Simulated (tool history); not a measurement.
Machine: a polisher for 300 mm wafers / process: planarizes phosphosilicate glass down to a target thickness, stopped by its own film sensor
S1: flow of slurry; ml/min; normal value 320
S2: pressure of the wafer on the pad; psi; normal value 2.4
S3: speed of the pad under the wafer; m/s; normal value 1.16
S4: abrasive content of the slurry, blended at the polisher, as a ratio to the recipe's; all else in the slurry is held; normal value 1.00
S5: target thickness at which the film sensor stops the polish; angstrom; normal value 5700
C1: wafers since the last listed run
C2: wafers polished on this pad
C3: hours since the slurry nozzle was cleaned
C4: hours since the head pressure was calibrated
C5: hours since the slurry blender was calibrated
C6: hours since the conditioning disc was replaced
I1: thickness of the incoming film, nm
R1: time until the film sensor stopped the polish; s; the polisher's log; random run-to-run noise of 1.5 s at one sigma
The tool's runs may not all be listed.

run 1 hour=0.0 | S1=320 S2=2.4 S3=1.16 S4=1.00 S5=5700 | C1=0 C2=638 C3=178.5 C4=210.6 C5=417.6 C6=501.3 | I1=1298.0 | R1=81.3
run 2 hour=55.8 | S1=320 S2=2.4 S3=1.06 S4=1.00 S5=5700 | C1=515 C2=1153 C3=234.3 C4=266.4 C5=473.4 C6=557.1 | I1=1293.2 | R1=89.6
-- hour=157.8 slurry blender recalibrated
-- hour=218.7 conditioning disc replaced and pad reconditioned
run 3 hour=314.7 | S1=320 S2=2.4 S3=1.06 S4=1.00 S5=5700 | C1=2356 C2=3510 C3=493.2 C4=525.3 C5=156.9 C6=96.0 | I1=1289.2 | R1=86.1
run 4 hour=378.5 | S1=320 S2=2.4 S3=1.16 S4=1.00 S5=5700 | C1=589 C2=4099 C3=557.0 C4=589.1 C5=220.7 C6=159.8 | I1=1285.9 | R1=78.8
run 5 hour=458.8 | S1=320 S2=2.4 S3=1.16 S4=1.00 S5=5700 | C1=742 C2=4842 C3=637.3 C4=669.4 C5=301.0 C6=240.1 | I1=1293.4 | R1=81.0
-- hour=508.9 slurry nozzle cleaned
run 6 hour=509.4 | S1=320 S2=2.4 S3=1.16 S4=1.00 S5=5700 | C1=458 C2=5300 C3=0.5 C4=720.0 C5=351.6 C6=290.7 | I1=1306.2 | R1=81.8
-- hour=601.0 worn pad replaced by a new one
run 7 hour=604.7 | S1=285 S2=2.4 S3=1.26 S4=1.00 S5=5700 | C1=843 C2=34 C3=95.8 C4=815.3 C5=446.9 C6=386.0 | I1=1297.4 | R1=76.4
run 8 hour=642.5 | S1=430 S2=2.8 S3=1.16 S4=1.00 S5=7230 | C1=349 C2=383 C3=133.6 C4=853.1 C5=484.7 C6=423.8 | I1=1297.6 | R1=55.1
run 9 hour=711.6 | S1=320 S2=2.4 S3=1.28 S4=1.20 S5=7190 | C1=638 C2=1022 C3=202.7 C4=922.2 C5=553.8 C6=492.9 | I1=1288.0 | R1=54.9
-- hour=728.7 head pressure recalibrated
-- hour=732.5 slurry blender recalibrated
run 10 hour=800.3 | S1=320 S2=2.4 S3=1.16 S4=1.00 S5=5700 | C1=782 C2=1805 C3=291.4 C4=71.6 C5=67.8 C6=581.6 | I1=1263.3 | R1=76.0
run 11 hour=869.5 | S1=320 S2=2.4 S3=1.16 S4=1.00 S5=3570 | C1=639 C2=2444 C3=360.6 C4=140.8 C5=137.0 C6=650.8 | I1=1279.4 | R1=105.1
-- hour=900.4 conditioning disc replaced and pad reconditioned
run 12 hour=1093.1 | S1=410 S2=2.4 S3=1.16 S4=1.00 S5=5700 | C1=2048 C2=4493 C3=584.2 C4=364.4 C5=360.6 C6=192.7 | I1=1273.0 | R1=78.2
-- hour=1143.8 slurry nozzle cleaned
-- hour=1172.6 worn pad replaced by a new one
run 13 hour=1200.6 | S1=320 S2=2.2 S3=1.16 S4=1.00 S5=4690 | C1=947 C2=258 C3=56.8 C4=471.9 C5=468.1 C6=300.2 | I1=1282.2 | R1=94.8
-- hour=1308.1 slurry blender recalibrated
run 14 hour=1308.6 | S1=220 S2=2.8 S3=1.16 S4=1.25 S5=6740 | C1=979 C2=1238 C3=164.8 C4=579.9 C5=0.5 C6=408.2 | I1=1287.4 | R1=59.0
run 15 hour=1366.3 | S1=320 S2=2.4 S3=1.16 S4=1.00 S5=5700 | C1=533 C2=1772 C3=222.5 C4=637.6 C5=58.2 C6=465.9 | I1=1288.6 | R1=80.7
run 16 hour=1460.2 | S1=215 S2=2.4 S3=1.28 S4=1.00 S5=5700 | C1=868 C2=2640 C3=316.4 C4=731.5 C5=152.1 C6=559.8 | I1=1300.7 | R1=79.2
-- hour=1484.8 conditioning disc replaced and pad reconditioned
run 17 hour=1546.2 | S1=425 S2=2.4 S3=0.96 S4=0.85 S5=5700 | C1=776 C2=3416 C3=402.4 C4=817.5 C5=238.1 C6=61.4 | I1=1315.6 | R1=102.5
run 18 hour=1591.5 | S1=400 S2=2.4 S3=1.50 S4=1.00 S5=3700 | C1=418 C2=3835 C3=447.7 C4=862.8 C5=283.4 C6=106.7 | I1=1273.7 | R1=82.1
run 19 hour=1691.7 | S1=320 S2=2.4 S3=1.16 S4=1.00 S5=5700 | C1=926 C2=4761 C3=547.9 C4=963.0 C5=383.6 C6=206.9 | I1=1282.8 | R1=82.4
run 20 hour=1734.2 | S1=320 S2=2.4 S3=0.86 S4=1.00 S5=5700 | C1=392 C2=5154 C3=590.4 C4=1005.5 C5=426.1 C6=249.4 | I1=1280.4 | R1=100.0
-- hour=1749.0 head pressure recalibrated
-- hour=1757.8 slurry nozzle cleaned
run 21 hour=1778.3 | S1=320 S2=3.2 S3=1.16 S4=1.00 S5=5700 | C1=379 C2=5534 C3=20.5 C4=29.3 C5=470.2 C6=293.5 | I1=1302.4 | R1=67.6
run 22 hour=1822.3 | S1=280 S2=2.4 S3=1.16 S4=1.00 S5=5700 | C1=406 C2=5941 C3=64.5 C4=73.3 C5=514.2 C6=337.5 | I1=1296.6 | R1=84.3
-- hour=1836.1 worn pad replaced by a new one
run 23 hour=1878.1 | S1=320 S2=2.4 S3=1.16 S4=1.00 S5=5700 | C1=478 C2=387 C3=120.3 C4=129.1 C5=570.0 C6=393.3 | I1=1268.0 | R1=77.8
run 24 hour=1919.0 | S1=320 S2=2.4 S3=1.16 S4=1.30 S5=7800 | C1=378 C2=765 C3=161.2 C4=170.0 C5=610.9 C6=434.2 | I1=1273.1 | R1=48.6

Branching from run 24: 5 alternative next runs. What would each branch give?
run A hour=1919.5 | S1=320 S2=2.4 S3=1.16 S4=1.00 S5=8140 | C1=4 C2=770 C3=161.7 C4=170.5 C5=611.4 C6=434.7 | I1=1268.9 | R1=?
run B hour=1919.5 | S1=375 S2=3.0 S3=1.02 S4=1.00 S5=6940 | C1=4 C2=770 C3=161.7 C4=170.5 C5=611.4 C6=434.7 | I1=1268.9 | R1=?
run C hour=1919.5 | S1=405 S2=3.0 S3=1.28 S4=1.00 S5=7290 | C1=4 C2=770 C3=161.7 C4=170.5 C5=611.4 C6=434.7 | I1=1268.9 | R1=?
run D hour=1919.5 | S1=375 S2=2.4 S3=1.16 S4=0.70 S5=3790 | C1=4 C2=770 C3=161.7 C4=170.5 C5=611.4 C6=434.7 | I1=1268.9 | R1=?
run E hour=1919.5 | S1=320 S2=2.4 S3=1.16 S4=1.00 S5=6890 | C1=4 C2=770 C3=161.7 C4=170.5 C5=611.4 C6=434.7 | I1=1268.9 | R1=?

run=A R1=52.7
run=B R1=61.2
run=C R1=48.3
run=D R1=118.7
run=E R1=67.2
Without the tool's hidden state the same runs would have given:
run=A R1=52.7
run=B R1=61.2
run=C R1=48.3
run=D R1=118.7
run=E R1=67.2
